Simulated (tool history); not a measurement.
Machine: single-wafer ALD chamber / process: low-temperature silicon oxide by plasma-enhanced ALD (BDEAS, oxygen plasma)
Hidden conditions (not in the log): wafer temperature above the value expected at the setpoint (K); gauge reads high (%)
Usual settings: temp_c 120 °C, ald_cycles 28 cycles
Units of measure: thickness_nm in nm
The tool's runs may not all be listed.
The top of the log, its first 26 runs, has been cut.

run	hour	temp_c	ald_cycles	wafers since the last listed run	hours since the last thermocouple change	hours since the gauge calibration	read-back reference wafer on the same gauge, thickness_nm	thickness_nm
27	1905.2	120	26	514	589.8	1665.4	3.484	3.455
# hour 1976.3: gauge calibrated
28	2006.9	105	28	815	691.5	30.6	3.481	3.837
29	2057.4	120	23	404	742	81.1	3.48	3.064
30	2105.6	106	32	386	790.2	129.3	3.481	4.373
31	2172.5	132	32	536	857.1	196.2	3.483	4.17
32	2309.5	129	33	1098	994.1	333.2	3.48	4.323
33	2391.4	120	28	656	1076	415.1	3.481	3.737
34	2478.8	120	32	700	1163.4	502.5	3.481	4.267
35	2541.6	120	28	503	1226.2	565.3	3.48	3.739
36	2599.4	120	28	463	1284	623.1	3.479	3.739
37	2750.9	131	26	1214	1435.5	774.6	3.476	3.39
38	2816.9	109	28	529	1501.5	840.6	3.479	3.85
39	2924	130	28	858	1608.6	947.7	3.483	3.694
40	2985.2	129	33	490	1669.8	1008.9	3.48	4.35
41	3041.4	108	31	450	1726	1065.1	3.48	4.26
42	3116	120	31	598	1800.6	1139.7	3.479	4.15
# hour 3153.8: thermocouple changed; heater temperature recalibrated
43	3176.9	110	25	424	23.1	1200.6	3.485	3.374
44	3271.1	106	23	755	117.3	1294.8	3.479	3.14
45	3320.3	120	28	394	166.5	1344	3.482	3.709
46	3362.3	120	28	336	208.5	1386	3.479	3.702
47	3421	110	28	470	267.2	1444.7	3.48	3.793

3 ways to go on from here, each from the tool as it stands after run 47. What would each give?
A	3421.4	120	28	3	267.6	1445.1	?	?
B	3421.4	126	32	3	267.6	1445.1	?	?
C	3421.4	112	28	3	267.6	1445.1	?	?

run	read-back reference wafer on the same gauge, thickness_nm	thickness_nm
A	3.476	3.73
B	3.476	4.208
C	3.476	3.793
Without the tool's hidden state the same runs would have given:
run	thickness_nm
A	3.725
B	4.202
C	3.788
